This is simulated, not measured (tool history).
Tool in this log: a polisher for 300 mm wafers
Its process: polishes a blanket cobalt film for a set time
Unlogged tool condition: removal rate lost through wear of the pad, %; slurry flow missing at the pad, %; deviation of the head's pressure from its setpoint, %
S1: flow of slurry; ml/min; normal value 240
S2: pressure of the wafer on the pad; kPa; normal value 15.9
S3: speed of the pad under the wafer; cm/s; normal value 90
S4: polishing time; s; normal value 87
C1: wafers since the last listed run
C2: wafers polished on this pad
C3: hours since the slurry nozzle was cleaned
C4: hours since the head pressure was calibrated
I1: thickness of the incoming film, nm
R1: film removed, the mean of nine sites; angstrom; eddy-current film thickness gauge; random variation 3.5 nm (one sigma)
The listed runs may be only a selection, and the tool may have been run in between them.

| run | hour | S1 | S2 | S3 | S4 | C1 | C2 | C3 | C4 | I1 | R1 |
|---|---|---|---|---|---|---|---|---|---|---|---|
| 1 | 0 | 240 | 15.9 | 90 | 87 | 0 | 1238 | 548.1 | 1200.5 | 1253.3 | 5071 |
| 2 | 7.2 | 240 | 15.9 | 90 | 87 | 90 | 1328 | 555.3 | 1207.7 | 1265.4 | 5032 |
|  | 18.5 | worn pad replaced by a new one |
| 3 | 19 | 240 | 15.9 | 90 | 87 | 97 | 5 | 567.1 | 1219.5 | 1254.4 | 5325 |
| 4 | 33.7 | 240 | 15.9 | 90 | 87 | 184 | 189 | 581.8 | 1234.2 | 1261.7 | 5286 |
| 5 | 40.4 | 240 | 15.9 | 90 | 87 | 83 | 273 | 588.5 | 1240.9 | 1273.6 | 5187 |
| 6 | 57.8 | 240 | 15.9 | 90 | 87 | 217 | 491 | 605.9 | 1258.3 | 1250.7 | 5228 |
| 7 | 64.6 | 240 | 15.9 | 90 | 87 | 85 | 576 | 612.7 | 1265.1 | 1251.7 | 5180 |
| 8 | 77.8 | 240 | 15.9 | 90 | 87 | 165 | 742 | 625.9 | 1278.3 | 1268.1 | 5212 |
| 9 | 88.3 | 240 | 15.9 | 82 | 87 | 131 | 873 | 636.4 | 1288.8 | 1243.9 | 4668 |
| 10 | 102.2 | 240 | 15.9 | 82 | 87 | 174 | 1047 | 650.3 | 1302.7 | 1266.2 | 4620 |
| 11 | 117.7 | 240 | 15.9 | 90 | 87 | 194 | 1241 | 665.8 | 1318.2 | 1264.1 | 5086 |
| 12 | 128.3 | 240 | 15.9 | 90 | 87 | 132 | 1374 | 676.4 | 1328.8 | 1248.3 | 5021 |
| 13 | 136.1 | 240 | 15.9 | 90 | 87 | 97 | 1472 | 684.2 | 1336.6 | 1252.1 | 5039 |
|  | 145.7 | worn pad replaced by a new one |
| 14 | 154 | 270 | 15.9 | 116 | 59 | 174 | 103 | 702.1 | 1354.5 | 1243.6 | 4671 |
| 15 | 170.3 | 305 | 13.8 | 90 | 87 | 204 | 307 | 718.4 | 1370.8 | 1265.2 | 4989 |
|  | 175.4 | head pressure recalibrated |
| 16 | 186.2 | 240 | 15.9 | 90 | 87 | 174 | 481 | 734.3 | 10.8 | 1267 | 5217 |
| 17 | 193.5 | 275 | 11.7 | 90 | 87 | 91 | 572 | 741.6 | 18.1 | 1261.2 | 4479 |
| 18 | 199.6 | 220 | 15.9 | 90 | 115 | 76 | 649 | 747.7 | 24.2 | 1274.5 | 6738 |
|  | 209.3 | slurry nozzle cleaned |
| 19 | 209.8 | 220 | 15.9 | 90 | 115 | 115 | 764 | 0.5 | 34.4 | 1252.6 | 6712 |
| 20 | 223.2 | 210 | 15.9 | 90 | 79 | 167 | 932 | 13.9 | 47.8 | 1268.8 | 4610 |
| 21 | 236.5 | 165 | 11.7 | 108 | 87 | 166 | 1098 | 27.2 | 61.1 | 1259 | 4898 |
| 22 | 247.7 | 240 | 15.9 | 120 | 87 | 140 | 1239 | 38.4 | 72.3 | 1242.8 | 6707 |
|  | 265.1 | worn pad replaced by a new one |
| 23 | 265.6 | 240 | 20.7 | 110 | 87 | 174 | 6 | 56.3 | 90.2 | 1254.3 | 7627 |
| 24 | 270.1 | 240 | 15.9 | 90 | 87 | 56 | 62 | 60.8 | 94.7 | 1245.2 | 5269 |
| 25 | 279.8 | 240 | 15.9 | 90 | 87 | 121 | 184 | 70.5 | 104.4 | 1265.1 | 5316 |
| 26 | 290.3 | 305 | 17.2 | 90 | 105 | 131 | 315 | 81 | 114.9 | 1284.3 | 6818 |

Forecast each of these 4 alternatives for the next run:
| A | 290.7 | 240 | 15.9 | 90 | 87 | 5 | 320 | 81.4 | 115.3 | 1276.6 | ? |
| B | 290.7 | 240 | 13.8 | 74 | 59 | 5 | 320 | 81.4 | 115.3 | 1276.6 | ? |
| C | 290.7 | 170 | 13.8 | 64 | 114 | 5 | 320 | 81.4 | 115.3 | 1276.6 | ? |
| D | 290.7 | 240 | 13.1 | 90 | 59 | 5 | 320 | 81.4 | 115.3 | 1276.6 | ? |

| run | R1 |
|---|---|
| A | 5239 |
| B | 2707 |
| C | 4315 |
| D | 3182 |
What these runs would have given with no unlogged condition in the tool:
| run | R1 |
|---|---|
| A | 5353 |
| B | 2766 |
| C | 4409 |
| D | 3252 |
